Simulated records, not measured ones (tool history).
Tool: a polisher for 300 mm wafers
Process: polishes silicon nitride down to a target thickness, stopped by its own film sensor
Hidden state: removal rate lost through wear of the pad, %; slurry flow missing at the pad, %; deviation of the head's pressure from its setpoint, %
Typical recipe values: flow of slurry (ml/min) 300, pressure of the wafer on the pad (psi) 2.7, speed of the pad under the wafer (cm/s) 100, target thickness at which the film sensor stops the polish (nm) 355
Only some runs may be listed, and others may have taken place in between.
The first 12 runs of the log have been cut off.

run	hour	flow of slurry (ml/min)	pressure of the wafer on the pad (psi)	speed of the pad under the wafer (cm/s)	target thickness at which the film sensor stops the polish (nm)	wafers since the last listed run	wafers polished on this pad	hours since the slurry nozzle was cleaned	hours since the head pressure was calibrated	incoming thickness of the incoming film, nm	time until the film sensor stopped the polish (s)
# hour 864.7: slurry nozzle cleaned
# hour 902.2: worn pad replaced by a new one
13	934.9	300	2.7	100	355	680	238	70.2	790.8	521.3	142.8
14	1029.6	300	2.7	100	355	690	929	164.9	885.5	521.4	142.9
15	1116.7	300	2.7	100	355	635	1564	252	972.6	510.7	136
16	1165.5	380	2.7	100	391	355	1920	300.8	1021.4	522.4	112.5
17	1245	300	2.7	100	381	579	2500	380.3	1100.9	516.5	122.4
# hour 1319.8: head pressure recalibrated
# hour 1389.3: worn pad replaced by a new one
# hour 1432.4: slurry nozzle cleaned
18	1476.2	300	2.7	100	355	1635	626	43.8	156.4	529.9	149.3
19	1705.8	300	2.7	100	355	1674	2300	273.4	386	519.5	140.4
20	1781	265	2.7	66	355	548	2849	348.6	461.2	515.8	198.7
21	1835.1	250	3.3	118	322	394	3243	402.7	515.3	515.6	130
22	1920.4	300	2.7	90	355	622	3865	488	600.6	530.7	172.7
# hour 1927.9: worn pad replaced by a new one
# hour 2002: slurry nozzle cleaned
23	2010.4	255	3.6	100	355	619	594	8.4	690.6	524.4	114.3
24	2088.9	300	3.3	82	323	572	1166	86.9	769.1	518.1	163.5
25	2176.5	200	2.7	100	332	638	1805	174.5	856.7	519.5	169.2
26	2237.9	300	2.7	100	355	447	2253	235.9	918.1	526.2	148.3
27	2329.9	250	2.1	100	402	670	2924	327.9	1010.1	517.1	126.1
28	2415.9	345	2.7	68	355	627	3551	413.9	1096.1	511.1	184.6
# hour 2430.9: worn pad replaced by a new one
# hour 2471.3: slurry nozzle cleaned
29	2507.1	395	1.9	116	324	628	548	35.8	1187.3	512.6	184.3
# hour 2555.5: head pressure recalibrated
30	2560.2	195	2.4	100	355	372	921	88.9	4.7	523.5	168.9
31	2629.2	350	2.9	76	411	503	1424	157.9	73.7	520	107.2

Each row is a separate what-if for the run after 31, all from the same tool condition, not one after another. Results?
A	2629.7	300	2.7	122	355	3	1428	158.4	74.2	510.7	?
B	2629.7	405	2.4	116	320	3	1428	158.4	74.2	510.7	?
C	2629.7	300	3.1	84	355	3	1428	158.4	74.2	510.7	?
D	2629.7	340	2.7	84	325	3	1428	158.4	74.2	510.7	?

run	time until the film sensor stopped the polish (s)
A	113.6
B	155.4
C	136.3
D	180.4
With the hidden condition removed and each run's random variation left untouched, the same runs would have given:
run	time until the film sensor stopped the polish (s)
A	112.8
B	154.7
C	135.4
D	179.3
